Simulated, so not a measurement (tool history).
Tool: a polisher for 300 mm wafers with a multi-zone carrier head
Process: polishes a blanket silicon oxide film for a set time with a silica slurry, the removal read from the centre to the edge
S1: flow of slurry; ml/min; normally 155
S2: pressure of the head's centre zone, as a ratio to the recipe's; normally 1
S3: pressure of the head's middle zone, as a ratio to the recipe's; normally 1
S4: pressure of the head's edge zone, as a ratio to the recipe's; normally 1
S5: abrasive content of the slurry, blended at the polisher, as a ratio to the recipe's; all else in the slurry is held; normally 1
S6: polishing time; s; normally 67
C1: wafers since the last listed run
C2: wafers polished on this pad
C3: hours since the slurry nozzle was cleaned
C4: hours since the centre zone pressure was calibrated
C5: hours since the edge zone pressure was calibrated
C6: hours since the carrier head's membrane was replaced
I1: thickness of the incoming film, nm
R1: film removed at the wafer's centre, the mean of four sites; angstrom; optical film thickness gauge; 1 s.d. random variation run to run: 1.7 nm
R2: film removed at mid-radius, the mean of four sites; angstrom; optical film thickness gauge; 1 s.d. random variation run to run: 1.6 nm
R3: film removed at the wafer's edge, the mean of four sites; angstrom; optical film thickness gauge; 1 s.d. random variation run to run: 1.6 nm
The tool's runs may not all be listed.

Run 1, hour 0: usual settings but S1 140 ml/min, S3 1.04; C1 0; C2 763; C3 142.5; C4 69.5; C5 333.2; C6 191.8; I1 1275. Result: R1 1528 angstrom, R2 1622 angstrom, R3 1533 angstrom.
Run 2, hour 73.2: usual settings; C1 471; C2 1234; C3 215.7; C4 142.7; C5 406.4; C6 265; I1 1274.5. Result: R1 1541 angstrom, R2 1551 angstrom, R3 1555 angstrom.
At hour 95.4: worn pad replaced by a new one.
Run 3, hour 116.9: usual settings; C1 255; C2 138; C3 259.4; C4 186.4; C5 450.1; C6 308.7; I1 1262.4. Result: R1 1566 angstrom, R2 1577 angstrom, R3 1544 angstrom.
Run 4, hour 176.8: usual settings; C1 385; C2 524; C3 319.3; C4 246.3; C5 510; C6 368.6; I1 1246.4. Result: R1 1561 angstrom, R2 1588 angstrom, R3 1542 angstrom.
Run 5, hour 233.2: usual settings; C1 362; C2 887; C3 375.7; C4 302.7; C5 566.4; C6 425; I1 1272.8. Result: R1 1561 angstrom, R2 1569 angstrom, R3 1594 angstrom.
Run 6, hour 293.5: usual settings; C1 388; C2 1275; C3 436; C4 363; C5 626.7; C6 485.3; I1 1275.6. Result: R1 1555 angstrom, R2 1552 angstrom, R3 1550 angstrom.
At hour 315.6: worn pad replaced by a new one.
At hour 342: centre zone pressure recalibrated.
Run 7, hour 390: usual settings; C1 582; C2 466; C3 532.5; C4 48; C5 723.2; C6 581.8; I1 1260.1. Result: R1 1516 angstrom, R2 1541 angstrom, R3 1551 angstrom.
Run 8, hour 497.6: usual settings; C1 692; C2 1158; C3 640.1; C4 155.6; C5 830.8; C6 689.4; I1 1248. Result: R1 1589 angstrom, R2 1586 angstrom, R3 1547 angstrom.
At hour 539.2: worn pad replaced by a new one.
At hour 542: slurry nozzle cleaned.
Run 9, hour 595.7: usual settings; C1 599; C2 357; C3 53.7; C4 253.7; C5 928.9; C6 787.5; I1 1249.2. Result: R1 1548 angstrom, R2 1593 angstrom, R3 1562 angstrom.
Run 10, hour 657.8: usual settings but S3 1.06, S4 0.88; C1 399; C2 756; C3 115.8; C4 315.8; C5 991; C6 849.6; I1 1245.2. Result: R1 1526 angstrom, R2 1664 angstrom, R3 1489 angstrom.
At hour 685.9: edge zone pressure recalibrated.
At hour 716.7: centre zone pressure recalibrated.
Run 11, hour 739.3: usual settings but S2 1.07, S6 55 s; C1 498; C2 1255; C3 197.3; C4 22.6; C5 53.4; C6 931.1; I1 1247.5. Result: R1 1346 angstrom, R2 1309 angstrom, R3 1286 angstrom.
At hour 749.3: carrier head's membrane replaced by a new one.
At hour 765.9: worn pad replaced by a new one.
Run 12, hour 811.7: usual settings but S1 185 ml/min, S5 1.25; C1 408; C2 294; C3 269.7; C4 95; C5 125.8; C6 62.4; I1 1254.1. Result: R1 1704 angstrom, R2 1730 angstrom, R3 1698 angstrom.
Run 13, hour 850.6: usual settings but S1 100 ml/min, S4 0.94, S6 56 s; C1 250; C2 544; C3 308.6; C4 133.9; C5 164.7; C6 101.3; I1 1236.5. Result: R1 1201 angstrom, R2 1268 angstrom, R3 1220 angstrom.
Run 14, hour 932.5: usual settings; C1 527; C2 1072; C3 390.5; C4 215.8; C5 246.6; C6 183.2; I1 1250.2. Result: R1 1551 angstrom, R2 1591 angstrom, R3 1552 angstrom.
At hour 945.3: worn pad replaced by a new one.
Run 15, hour 999.2: usual settings but S2 1.03, S4 0.89, S5 1.2, S6 75 s; C1 403; C2 347; C3 457.2; C4 282.5; C5 313.3; C6 249.9; I1 1247.8. Result: R1 1942 angstrom, R2 1901 angstrom, R3 1770 angstrom.

Consider 4 possible next runs. They are alternatives, not a sequence: every one starts from the tool as it was left by run 15. What does each give?
Run A, hour 999.7: usual settings; C1 3; C2 350; C3 457.7; C4 283; C5 313.8; C6 250.4; I1 1250.8. Result: R1 ?, R2 ?, R3 ?.
Run B, hour 999.7: usual settings but S3 0.89; C1 3; C2 350; C3 457.7; C4 283; C5 313.8; C6 250.4; I1 1250.8. Result: R1 ?, R2 ?, R3 ?.
Run C, hour 999.7: usual settings but S3 0.9, S6 54 s; C1 3; C2 350; C3 457.7; C4 283; C5 313.8; C6 250.4; I1 1250.8. Result: R1 ?, R2 ?, R3 ?.
Run D, hour 999.7: usual settings but S1 170 ml/min, S4 1.12, S5 1.3; C1 3; C2 350; C3 457.7; C4 283; C5 313.8; C6 250.4; I1 1250.8. Result: R1 ?, R2 ?, R3 ?.

run    R1    R2    R3
  A  1541  1566  1548
  B  1539  1443  1550
  C  1241  1172  1249
  D  1710  1735  1808
With the hidden condition removed and each run's random variation left untouched, the same runs would have given:
run    R1    R2    R3
  A  1541  1566  1548
  B  1539  1443  1550
  C  1241  1172  1249
  D  1710  1735  1808

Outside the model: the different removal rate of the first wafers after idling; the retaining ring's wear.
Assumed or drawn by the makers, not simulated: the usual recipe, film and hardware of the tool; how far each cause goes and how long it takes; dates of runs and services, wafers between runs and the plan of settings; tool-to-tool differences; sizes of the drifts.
